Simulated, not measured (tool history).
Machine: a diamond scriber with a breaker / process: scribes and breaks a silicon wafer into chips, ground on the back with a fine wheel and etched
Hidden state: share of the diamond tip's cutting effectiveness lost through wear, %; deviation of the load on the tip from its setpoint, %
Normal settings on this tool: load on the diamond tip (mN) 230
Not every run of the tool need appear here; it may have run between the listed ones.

run,hour,load on the diamond tip (mN),wafers since the last listed run,hours since the diamond tip was replaced,hours since the load on the tip was calibrated,"incoming depth of the damage left on the back of the incoming wafer, um",depth of the median crack under the scribed line (nm),chips rejected at inspection after the break (%)
1,0,200,0,119,837.8,0.74,11960,2.91
2,33.1,230,91,152.1,870.9,0.46,13080,1.99
3,79.4,230,128,198.4,917.2,0.62,12660,2.03
4,150.8,230,197,269.8,988.6,0.37,12700,2.1
5,206.6,230,154,325.6,1044.4,0.41,12400,2.16
# hour 263.5: diamond tip replaced by a new one
6,268.2,230,165,4.7,1106,0.46,13060,1.98
7,329,278,168,65.5,1166.8,0.75,14420,2.81
8,393.6,272,178,130.1,1231.4,0.8,14400,2.56
9,426.1,272,90,162.6,1263.9,0.38,14050,2.41
10,490.6,230,178,227.1,1328.4,0.36,12890,1.98
11,535.5,230,124,272,1373.3,0.43,12890,2.17
12,582.5,230,130,319,1420.3,0.61,12560,2.3
13,628.9,230,128,365.4,1466.7,0.33,12200,2.31
# hour 652.4: diamond tip replaced by a new one
14,667.7,230,101,15.3,1505.5,0.75,13230,2.01
15,727.5,230,165,75.1,1565.3,0.52,12960,1.81
16,784,205,156,131.6,1621.8,0.45,12000,2.57
17,851.9,205,188,199.5,1689.7,0.38,11990,2.81
# hour 858.1: load on the tip recalibrated
18,893.2,230,108,240.8,35.1,0.55,12800,2.05
19,1022.5,230,358,370.1,164.4,0.7,12140,2.39
20,1067.7,230,125,415.3,209.6,0.5,12060,2.94
21,1095.5,259,76,443.1,237.4,0.64,12640,2.05
# hour 1113.2: diamond tip replaced by a new one
22,1125,181,76,11.8,266.9,0.7,11450,3.69
23,1154.3,256,81,41.1,296.2,0.57,14010,2.24
24,1179.5,230,69,66.3,321.4,0.45,12900,1.94
25,1237.6,230,160,124.4,379.5,0.66,13090,1.96
26,1289.4,230,143,176.2,431.3,0.53,13100,1.93
27,1332,280,117,218.8,473.9,0.68,14380,2.74
28,1356.6,267,68,243.4,498.5,0.42,13880,2.09
29,1386.8,171,83,273.6,528.7,0.78,10620,5.71
30,1424.2,188,103,311,566.1,0.42,11210,4.83
31,1481.5,201,158,368.3,623.4,0.48,11430,4.03
32,1546.9,230,181,433.7,688.8,0.4,12030,2.92
# hour 1581.3: diamond tip replaced by a new one
33,1609.1,183,166,27.8,751,0.51,11480,3.77
34,1637,191,77,55.7,778.9,0.55,11790,3
35,1702.6,291,181,121.3,844.5,0.43,14870,3.45
36,1773.6,230,196,192.3,915.5,0.49,12870,1.96
37,1816.5,164,118,235.2,958.4,0.32,10500,6.92
38,1867.2,230,140,285.9,1009.1,0.79,12650,2.1
39,1909.7,230,117,328.4,1051.6,0.69,12400,2.37
40,2056.3,170,406,475,1198.2,0.41,9880,9.43
# hour 2059.9: diamond tip replaced by a new one
41,2091.4,273,91,31.5,1233.3,0.55,14570,2.63

Branching from run 41: 4 alternative next runs. What would each branch give?
A,2092,187,1,32.1,1233.9,0.79,?,?
B,2092,208,1,32.1,1233.9,0.79,?,?
C,2092,257,1,32.1,1233.9,0.79,?,?
D,2092,282,1,32.1,1233.9,0.79,?,?

run,depth of the median crack under the scribed line (nm),chips rejected at inspection after the break (%)
A,11650,3.66
B,12360,2.49
C,13930,2.35
D,14700,3.29
With the hidden condition removed and each run's random variation left untouched, the same runs would have given:
run,depth of the median crack under the scribed line (nm),chips rejected at inspection after the break (%)
A,11750,3.45
B,12460,2.38
C,14050,2.46
D,14820,3.49

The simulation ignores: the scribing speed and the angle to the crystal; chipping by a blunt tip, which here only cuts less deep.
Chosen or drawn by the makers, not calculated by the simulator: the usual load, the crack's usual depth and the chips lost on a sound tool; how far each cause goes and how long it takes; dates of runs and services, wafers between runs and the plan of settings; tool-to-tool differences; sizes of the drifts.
